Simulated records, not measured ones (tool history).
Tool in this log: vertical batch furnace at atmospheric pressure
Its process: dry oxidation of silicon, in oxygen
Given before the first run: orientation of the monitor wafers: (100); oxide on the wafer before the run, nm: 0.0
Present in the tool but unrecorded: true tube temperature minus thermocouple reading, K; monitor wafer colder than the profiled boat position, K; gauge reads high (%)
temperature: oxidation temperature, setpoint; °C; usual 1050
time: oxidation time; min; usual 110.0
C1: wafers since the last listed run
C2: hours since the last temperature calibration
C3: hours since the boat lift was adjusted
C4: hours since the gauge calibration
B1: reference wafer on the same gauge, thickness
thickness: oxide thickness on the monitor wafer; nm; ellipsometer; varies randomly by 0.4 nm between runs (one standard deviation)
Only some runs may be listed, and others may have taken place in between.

Run 1, hour 0.0: usual settings; C1 0; C2 352.3; C3 758.7; C4 705.8; B1 106.92. Result: thickness 117.51 nm.
Run 2, hour 81.6: usual settings; C1 1436; C2 433.9; C3 840.3; C4 787.4; B1 106.86. Result: thickness 117.57 nm.
Run 3, hour 145.9: usual settings; C1 1131; C2 498.2; C3 904.6; C4 851.7; B1 107.09. Result: thickness 117.28 nm.
Run 4, hour 187.2: usual settings; C1 726; C2 539.5; C3 945.9; C4 893.0; B1 107.01. Result: thickness 117.66 nm.
Run 5, hour 233.6: usual settings; C1 816; C2 585.9; C3 992.3; C4 939.4; B1 106.99. Result: thickness 116.80 nm.
Run 6, hour 295.1: usual settings; C1 1082; C2 647.4; C3 1053.8; C4 1000.9; B1 106.93. Result: thickness 117.05 nm.
Run 7, hour 334.1: usual settings; C1 686; C2 686.4; C3 1092.8; C4 1039.9; B1 107.04. Result: thickness 117.42 nm.
Run 8, hour 371.3: usual settings; C1 654; C2 723.6; C3 1130.0; C4 1077.1; B1 107.19. Result: thickness 117.79 nm.
Run 9, hour 458.0: usual settings; C1 1526; C2 810.3; C3 1216.7; C4 1163.8; B1 107.05. Result: thickness 117.52 nm.
Run 10, hour 509.7: usual settings; C1 909; C2 862.0; C3 1268.4; C4 1215.5; B1 106.96. Result: thickness 117.60 nm.
Run 11, hour 605.4: usual settings; C1 1684; C2 957.7; C3 1364.1; C4 1311.2; B1 107.00. Result: thickness 116.90 nm.
Run 12, hour 657.7: usual settings but temperature 1059 °C; C1 920; C2 1010.0; C3 1416.4; C4 1363.5; B1 107.01. Result: thickness 125.69 nm.
Run 13, hour 725.4: usual settings but temperature 1059 °C; C1 1191; C2 1077.7; C3 1484.1; C4 1431.2; B1 106.91. Result: thickness 125.91 nm.
Run 14, hour 816.6: usual settings; C1 1605; C2 1168.9; C3 1575.3; C4 1522.4; B1 106.90. Result: thickness 116.84 nm.
Run 15, hour 899.2: usual settings but time 68.0 min; C1 1453; C2 1251.5; C3 1657.9; C4 1605.0; B1 106.74. Result: thickness 85.05 nm.
Run 16, hour 992.7: usual settings but time 68.0 min; C1 1645; C2 1345.0; C3 1751.4; C4 1698.5; B1 107.06. Result: thickness 84.95 nm.
Run 17, hour 1074.8: usual settings but time 68.0 min; C1 1445; C2 1427.1; C3 1833.5; C4 1780.6; B1 107.08. Result: thickness 84.69 nm.
At hour 1202.3: gauge calibrated.
At hour 1285.5: boat lift adjusted.
At hour 1388.9: thermocouples replaced and temperature profile calibrated.
Run 18, hour 1389.4: usual settings; C1 4692; C2 0.5; C3 103.9; C4 187.1; B1 107.06. Result: thickness 112.77 nm.
Run 19, hour 1576.8: usual settings but temperature 1063 °C; C1 3298; C2 187.9; C3 291.3; C4 374.5; B1 106.99. Result: thickness 124.97 nm.
Run 20, hour 1651.2: usual settings but temperature 1065 °C, time 135.5 min; C1 1309; C2 262.3; C3 365.7; C4 448.9; B1 106.93. Result: thickness 145.82 nm.
Run 21, hour 1716.1: usual settings but time 96.0 min; C1 1142; C2 327.2; C3 430.6; C4 513.8; B1 107.04. Result: thickness 103.75 nm.
At hour 1839.7: boat lift adjusted, repeated, since the last time left the tool worse.
Run 22, hour 1840.2: usual settings but temperature 1037 °C, time 75.0 min; C1 1761; C2 451.3; C3 0.5; C4 637.9; B1 107.04. Result: thickness 81.43 nm.
Run 23, hour 1911.7: usual settings but temperature 1067 °C, time 72.5 min; C1 1258; C2 522.8; C3 72.0; C4 709.4; B1 107.11. Result: thickness 102.53 nm.
Run 24, hour 1970.1: usual settings but temperature 1065 °C, time 135.5 min; C1 1027; C2 581.2; C3 130.4; C4 767.8; B1 107.02. Result: thickness 150.93 nm.
Run 25, hour 2048.9: usual settings but temperature 1040 °C, time 142.0 min; C1 1386; C2 660.0; C3 209.2; C4 846.6; B1 106.94. Result: thickness 127.77 nm.
Run 26, hour 2086.9: usual settings; C1 668; C2 698.0; C3 247.2; C4 884.6; B1 107.12. Result: thickness 117.67 nm.
Run 27, hour 2183.1: usual settings; C1 1693; C2 794.2; C3 343.4; C4 980.8; B1 106.92. Result: thickness 116.86 nm.
Run 28, hour 2287.2: usual settings but temperature 1069 °C, time 90.5 min; C1 1832; C2 898.3; C3 447.5; C4 1084.9; B1 106.94. Result: thickness 119.42 nm.
Run 29, hour 2371.9: usual settings but temperature 1034 °C; C1 1490; C2 983.0; C3 532.2; C4 1169.6; B1 107.05. Result: thickness 102.76 nm.
Run 30, hour 2464.2: usual settings but temperature 1060 °C, time 57.5 min; C1 1624; C2 1075.3; C3 624.5; C4 1261.9; B1 106.83. Result: thickness 83.41 nm.
Run 31, hour 2561.9: usual settings but time 68.0 min; C1 1719; C2 1173.0; C3 722.2; C4 1359.6; B1 106.98. Result: thickness 85.53 nm.
Run 32, hour 2602.3: usual settings but temperature 1030 °C; C1 711; C2 1213.4; C3 762.6; C4 1400.0; B1 106.90. Result: thickness 98.77 nm.
Run 33, hour 2661.4: usual settings but time 68.0 min; C1 1040; C2 1272.5; C3 821.7; C4 1459.1; B1 106.95. Result: thickness 84.85 nm.
Run 34, hour 2793.5: usual settings but temperature 1065 °C; C1 2325; C2 1404.6; C3 953.8; C4 1591.2; B1 107.09. Result: thickness 131.46 nm.
Run 35, hour 2852.4: usual settings but temperature 1071 °C, time 69.0 min; C1 1036; C2 1463.5; C3 1012.7; C4 1650.1; B1 106.87. Result: thickness 101.68 nm.
At hour 2900.4: thermocouples replaced and temperature profile calibrated.
Run 36, hour 2942.6: usual settings; C1 1165; C2 42.2; C3 1102.9; C4 1740.3; B1 107.05. Result: thickness 116.73 nm.

Forecast each of these 3 alternatives for the next run:
Run A, hour 2947.5: usual settings; C1 86; C2 47.1; C3 1107.8; C4 1745.2; B1 ?. Result: thickness ?.
Run B, hour 2947.5: usual settings but temperature 1070 °C, time 81.0 min; C1 86; C2 47.1; C3 1107.8; C4 1745.2; B1 ?. Result: thickness ?.
Run C, hour 2947.5: usual settings but temperature 1064 °C, time 129.5 min; C1 86; C2 47.1; C3 1107.8; C4 1745.2; B1 ?. Result: thickness ?.

run      B1  thickness
  A  106.87     117.02
  B  106.87     112.33
  C  106.87     145.02
Stripped of hidden state, with their random variation kept, the same runs would have yielded:
run  thickness
  A     118.20
  B     113.41
  C     146.38

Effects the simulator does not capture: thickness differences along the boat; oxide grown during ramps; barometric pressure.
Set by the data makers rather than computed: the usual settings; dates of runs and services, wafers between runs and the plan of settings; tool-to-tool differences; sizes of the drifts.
